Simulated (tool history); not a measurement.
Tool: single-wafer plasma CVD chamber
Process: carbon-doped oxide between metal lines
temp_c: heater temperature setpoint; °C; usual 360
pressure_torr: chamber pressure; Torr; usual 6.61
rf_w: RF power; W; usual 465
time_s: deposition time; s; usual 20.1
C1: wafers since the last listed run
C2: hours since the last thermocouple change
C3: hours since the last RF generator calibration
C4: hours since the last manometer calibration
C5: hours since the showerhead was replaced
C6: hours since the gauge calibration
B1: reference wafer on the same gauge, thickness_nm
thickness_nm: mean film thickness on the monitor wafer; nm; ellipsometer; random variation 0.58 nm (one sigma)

run 1 day=0.000 | temp_c=360 pressure_torr=7.74 rf_w=465 time_s=20.1 | C1=0 C2=120.7 C3=1850.0 C4=1110.8 C5=3492.3 C6=11.5 | B1=104.073 | thickness_nm=102.560
run 2 day=0.821 | temp_c=360 pressure_torr=7.74 rf_w=465 time_s=20.1 | C1=589 C2=140.4 C3=1869.7 C4=1130.5 C5=3512.0 C6=31.2 | B1=103.900 | thickness_nm=102.522
run 3 day=1.496 | temp_c=360 pressure_torr=6.61 rf_w=465 time_s=20.1 | C1=485 C2=156.6 C3=1885.9 C4=1146.7 C5=3528.2 C6=47.4 | B1=104.079 | thickness_nm=101.331
run 4 day=2.196 | temp_c=360 pressure_torr=6.61 rf_w=465 time_s=20.1 | C1=503 C2=173.4 C3=1902.7 C4=1163.5 C5=3545.0 C6=64.2 | B1=103.893 | thickness_nm=102.781
run 5 day=2.758 | temp_c=360 pressure_torr=6.61 rf_w=465 time_s=20.1 | C1=404 C2=186.9 C3=1916.2 C4=1177.0 C5=3558.5 C6=77.7 | B1=104.158 | thickness_nm=100.869
run 6 day=4.233 | temp_c=360 pressure_torr=6.61 rf_w=465 time_s=24.1 | C1=1060 C2=222.3 C3=1951.6 C4=1212.4 C5=3593.9 C6=113.1 | B1=104.114 | thickness_nm=120.327
-- day=5.183 RF generator calibrated
run 7 day=5.333 | temp_c=354 pressure_torr=7.12 rf_w=465 time_s=23.6 | C1=551 C2=248.7 C3=3.6 C4=1238.8 C5=3620.3 C6=139.5 | B1=104.070 | thickness_nm=113.986
run 8 day=6.404 | temp_c=360 pressure_torr=6.61 rf_w=465 time_s=20.1 | C1=769 C2=274.4 C3=29.3 C4=1264.5 C5=3646.0 C6=165.2 | B1=103.989 | thickness_nm=94.230
-- day=9.204 capacitance manometer re-zeroed and calibrated
run 9 day=9.500 | temp_c=360 pressure_torr=6.61 rf_w=465 time_s=20.1 | C1=1985 C2=348.7 C3=103.6 C4=7.1 C5=3720.3 C6=239.5 | B1=103.841 | thickness_nm=95.090
run 10 day=10.196 | temp_c=370 pressure_torr=5.22 rf_w=465 time_s=18.3 | C1=500 C2=365.4 C3=120.3 C4=23.8 C5=3737.0 C6=256.2 | B1=104.020 | thickness_nm=82.341
-- day=11.304 showerhead replaced
run 11 day=11.479 | temp_c=360 pressure_torr=6.61 rf_w=465 time_s=20.1 | C1=682 C2=396.2 C3=151.1 C4=54.6 C5=4.2 C6=287.0 | B1=103.934 | thickness_nm=95.243
-- day=11.992 RF generator calibrated, repeated, since the last time left the tool worse
run 12 day=12.550 | temp_c=349 pressure_torr=6.61 rf_w=465 time_s=20.1 | C1=530 C2=421.9 C3=13.4 C4=80.3 C5=29.9 C6=312.7 | B1=104.104 | thickness_nm=108.249
run 13 day=13.767 | temp_c=360 pressure_torr=6.61 rf_w=465 time_s=20.1 | C1=874 C2=451.1 C3=42.6 C4=109.5 C5=59.1 C6=341.9 | B1=104.043 | thickness_nm=106.554
run 14 day=14.433 | temp_c=360 pressure_torr=7.65 rf_w=550 time_s=20.1 | C1=479 C2=467.1 C3=58.6 C4=125.5 C5=75.1 C6=357.9 | B1=104.033 | thickness_nm=125.200
run 15 day=15.512 | temp_c=360 pressure_torr=6.17 rf_w=440 time_s=18.9 | C1=775 C2=493.0 C3=84.5 C4=151.4 C5=101.0 C6=383.8 | B1=104.049 | thickness_nm=94.111
run 16 day=16.488 | temp_c=360 pressure_torr=7.32 rf_w=465 time_s=18.8 | C1=700 C2=516.4 C3=107.9 C4=174.8 C5=124.4 C6=407.2 | B1=104.080 | thickness_nm=100.159
run 17 day=17.512 | temp_c=371 pressure_torr=7.67 rf_w=410 time_s=20.1 | C1=736 C2=541.0 C3=132.5 C4=199.4 C5=149.0 C6=431.8 | B1=103.975 | thickness_nm=90.890
run 18 day=18.167 | temp_c=360 pressure_torr=6.61 rf_w=465 time_s=17.7 | C1=470 C2=556.7 C3=148.2 C4=215.1 C5=164.7 C6=447.5 | B1=104.057 | thickness_nm=94.603
run 19 day=19.342 | temp_c=360 pressure_torr=6.61 rf_w=530 time_s=16.5 | C1=844 C2=584.9 C3=176.4 C4=243.3 C5=192.9 C6=475.7 | B1=103.882 | thickness_nm=97.900
run 20 day=20.104 | temp_c=360 pressure_torr=6.61 rf_w=465 time_s=20.1 | C1=548 C2=603.2 C3=194.7 C4=261.6 C5=211.2 C6=494.0 | B1=103.999 | thickness_nm=105.609
run 21 day=21.446 | temp_c=345 pressure_torr=7.17 rf_w=380 time_s=21.5 | C1=964 C2=635.4 C3=226.9 C4=293.8 C5=243.4 C6=526.2 | B1=104.119 | thickness_nm=92.987
run 22 day=22.517 | temp_c=345 pressure_torr=7.17 rf_w=380 time_s=21.5 | C1=769 C2=661.1 C3=252.6 C4=319.5 C5=269.1 C6=551.9 | B1=103.913 | thickness_nm=92.614
run 23 day=23.088 | temp_c=345 pressure_torr=7.17 rf_w=380 time_s=21.5 | C1=410 C2=674.8 C3=266.3 C4=333.2 C5=282.8 C6=565.6 | B1=104.079 | thickness_nm=94.270
run 24 day=24.433 | temp_c=360 pressure_torr=6.61 rf_w=465 time_s=20.1 | C1=967 C2=707.1 C3=298.6 C4=365.5 C5=315.1 C6=597.9 | B1=104.006 | thickness_nm=107.236
run 25 day=25.083 | temp_c=356 pressure_torr=6.61 rf_w=465 time_s=17.7 | C1=467 C2=722.7 C3=314.2 C4=381.1 C5=330.7 C6=613.5 | B1=104.124 | thickness_nm=94.516
run 26 day=25.808 | temp_c=360 pressure_torr=5.69 rf_w=465 time_s=20.1 | C1=521 C2=740.1 C3=331.6 C4=398.5 C5=348.1 C6=630.9 | B1=103.946 | thickness_nm=105.045
run 27 day=26.908 | temp_c=360 pressure_torr=6.61 rf_w=530 time_s=20.1 | C1=790 C2=766.5 C3=358.0 C4=424.9 C5=374.5 C6=657.3 | B1=103.954 | thickness_nm=119.074
run 28 day=27.925 | temp_c=352 pressure_torr=8.08 rf_w=465 time_s=17.2 | C1=730 C2=790.9 C3=382.4 C4=449.3 C5=398.9 C6=681.7 | B1=103.992 | thickness_nm=93.677

Some steps in thickness_nm between neighbouring runs. How much of each would the tool show without its hidden state too (settings, what came in, random variation), and how much is left for the hidden state, with any gauge scatter that isn't in both results?
The hidden state here: wafer temperature above the value expected at the setpoint (K); delivered RF power above the setpoint (%); true pressure above the setpoint (%); gauge reads high (%).
Run 6 -> 7: temp_c 360 -> 354, pressure_torr 6.61 -> 7.12, time_s 24.1 -> 23.6, RF generator calibrated. thickness_nm -6.341 nm: hidden state -8.092, all else +1.751.
Run 11 -> 12: temp_c 360 -> 349, RF generator calibrated, repeated, since the last time left the tool worse. thickness_nm +13.006 nm: hidden state +11.873, all else +1.133.
Run 14 -> 15: pressure_torr 7.65 -> 6.17, rf_w 550 -> 440, time_s 20.1 -> 18.9. thickness_nm -31.089 nm: hidden state +0.043, all else -31.132.
Run 27 -> 28: temp_c 360 -> 352, pressure_torr 6.61 -> 8.08, rf_w 530 -> 465, time_s 20.1 -> 17.2. thickness_nm -25.397 nm: hidden state +0.097, all else -25.494.
